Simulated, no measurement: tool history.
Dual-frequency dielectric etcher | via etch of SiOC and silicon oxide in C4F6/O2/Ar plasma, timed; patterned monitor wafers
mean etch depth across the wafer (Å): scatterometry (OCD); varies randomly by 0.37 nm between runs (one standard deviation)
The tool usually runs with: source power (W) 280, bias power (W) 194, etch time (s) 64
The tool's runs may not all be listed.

| run | hour | source power (W) | bias power (W) | etch time (s) | read-back reference wafer on the same gauge, depth_nm | mean etch depth across the wafer (Å) |
|---|---|---|---|---|---|---|
| 1 | 0 | 280 | 194 | 64 | 62 | 617 |
| 2 | 30.9 | 280 | 220 | 64 | 62.1 | 646 |
| 3 | 58.6 | 280 | 220 | 64 | 62 | 647 |
| 4 | 73.7 | 280 | 194 | 64 | 61.9 | 611 |
| 5 | 97.7 | 280 | 194 | 64 | 62.1 | 613 |
| 6 | 118.9 | 280 | 167 | 64 | 62 | 575 |
| 7 | 144.4 | 280 | 167 | 64 | 62.1 | 572 |
|  | 161.4 | bias power generator calibrated |
| 8 | 179 | 280 | 167 | 64 | 62 | 568 |
|  | 195.3 | source power generator calibrated |
| 9 | 202.4 | 280 | 194 | 64 | 61.9 | 610 |
|  | 231.6 | gauge calibrated |
|  | 245.8 | upper electrode replaced |
| 10 | 246.3 | 220 | 194 | 83 | 62 | 666 |
| 11 | 275 | 320 | 150 | 79.5 | 61.9 | 733 |
| 12 | 302 | 280 | 194 | 64 | 62.1 | 604 |
| 13 | 324.8 | 280 | 194 | 64 | 62 | 600 |
|  | 348.9 | wet clean of the chamber |
| 14 | 349.4 | 310 | 194 | 64 | 61.9 | 679 |
| 15 | 426.4 | 320 | 194 | 64 | 61.9 | 682 |
| 16 | 444.9 | 280 | 194 | 56.5 | 62 | 550 |
| 17 | 469.4 | 240 | 147 | 64 | 62.1 | 507 |
| 18 | 496.4 | 280 | 237 | 55 | 61.9 | 582 |

Estimate the outcome of run 19 from the log above:
| 19 | 509.3 | 340 | 240 | 79.5 | ? | ? |

read-back reference wafer on the same gauge, depth_nm: 62
mean etch depth across the wafer (Å): 957
If the tool had no hidden condition, the same run with the same run-to-run variation would have returned mean etch depth across the wafer (Å) 970.
